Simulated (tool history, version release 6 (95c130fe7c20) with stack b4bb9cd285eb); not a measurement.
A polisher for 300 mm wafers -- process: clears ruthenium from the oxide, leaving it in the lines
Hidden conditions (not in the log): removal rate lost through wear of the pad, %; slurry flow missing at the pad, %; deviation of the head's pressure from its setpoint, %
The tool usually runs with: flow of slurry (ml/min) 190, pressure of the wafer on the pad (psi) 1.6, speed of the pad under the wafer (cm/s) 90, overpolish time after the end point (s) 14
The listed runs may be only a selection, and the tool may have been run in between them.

run	hour	flow of slurry (ml/min)	pressure of the wafer on the pad (psi)	speed of the pad under the wafer (cm/s)	overpolish time after the end point (s)	wafers since the last listed run	wafers polished on this pad	hours since the slurry nozzle was cleaned	hours since the head pressure was calibrated	incoming thickness of the incoming film, nm	time until the end point was called (s)
1	0	190	1.6	76	10	0	1143	307.9	541.3	91	140.2
# hour 103.4: slurry nozzle cleaned
2	104.1	190	1.6	82	12	1040	2183	0.7	645.4	89.2	124.5
3	154.4	190	1.6	82	12	507	2691	51	695.7	90.6	128.8
4	223	235	2	90	14	692	3383	119.6	764.3	89.5	88.2
# hour 297.3: head pressure recalibrated
5	329.5	235	2	90	14	1054	4438	226.1	32.2	90.6	91.7
# hour 343.5: worn pad replaced by a new one
6	379.5	190	1.6	74	14	464	363	276.1	82.2	91.2	144.3
7	465.5	190	1.6	74	14	867	1231	362.1	168.2	90.5	146.5
8	568.4	190	1.6	90	14	1038	2269	465	271.1	89	128.4
# hour 615.7: slurry nozzle cleaned
9	626.7	190	1.6	90	14	578	2847	11	329.4	89.6	113.5
10	721.8	190	1.6	90	14	959	3807	106.1	424.5	90.1	112.7
# hour 756.4: worn pad replaced by a new one
11	774.1	190	1.6	90	14	487	178	158.4	476.8	88.7	113
12	866.7	190	1.6	90	14	934	1113	251	569.4	90.4	116
13	908	230	1.6	90	14	416	1529	292.3	610.7	89.7	113.3
14	976.2	230	1.6	90	14	688	2218	360.5	678.9	89.5	114.2
15	1034.2	175	1.6	76	14	585	2803	418.5	736.9	89.8	145.8
# hour 1062.8: slurry nozzle cleaned
16	1087.5	190	1.6	82	12	527	3331	24.7	790.2	88.7	123.3
# hour 1153.2: worn pad replaced by a new one
17	1169.1	190	2.1	90	14	783	160	106.3	871.8	89.7	88.7
# hour 1188.7: head pressure recalibrated
18	1276.3	190	1.6	90	14	1061	1222	213.5	87.6	88.3	113
19	1370.1	190	1.9	90	14	946	2168	307.3	181.4	90.8	101.9
20	1444.7	190	1.3	90	14	752	2921	381.9	256	89.9	145.3
# hour 1524: slurry nozzle cleaned
21	1535.8	190	1.6	90	14	909	3831	11.8	347.1	89.6	114.4
22	1602.3	160	1.6	74	8	671	4502	78.3	413.6	90.8	146.5
# hour 1620.8: worn pad replaced by a new one, of another model than before
23	1657.4	190	2	90	6	515	369	133.4	468.7	89.8	102.5
24	1718.6	225	1.6	90	9	617	987	194.6	529.9	89.7	113.2
25	1792.2	190	1.4	90	14	742	1730	268.2	603.5	89.3	130
26	1874	140	1.6	58	14	825	2555	350	685.3	89	226.1
27	1912.2	190	1.6	90	14	385	2941	388.2	723.5	88.9	143.8
28	1979	245	1.6	90	14	674	3615	455	790.3	89.7	176.3
# hour 2008.7: worn pad replaced by a new one
# hour 2013.8: head pressure recalibrated
# hour 2022.4: slurry nozzle cleaned
29	2231.5	190	1.8	68	17	2477	2218	209.1	217.7	88.8	131.9
30	2273.9	125	1.3	72	14	427	2646	251.5	260.1	90	221.7

Below are 3 alternative next runs, each starting from the tool's condition after run 30. Predict each:
A	2274.4	190	1.6	90	16	5	2651	252	260.6	90.6	?
B	2274.4	190	1.1	90	14	5	2651	252	260.6	90.6	?
C	2274.4	235	1.8	108	21	5	2651	252	260.6	90.6	?

run	time until the end point was called (s)
A	119.9
B	141.8
C	93.4
Take away the tool's hidden state, keep each run's random variation, and the runs would have read:
run	time until the end point was called (s)
A	112
B	132.4
C	89

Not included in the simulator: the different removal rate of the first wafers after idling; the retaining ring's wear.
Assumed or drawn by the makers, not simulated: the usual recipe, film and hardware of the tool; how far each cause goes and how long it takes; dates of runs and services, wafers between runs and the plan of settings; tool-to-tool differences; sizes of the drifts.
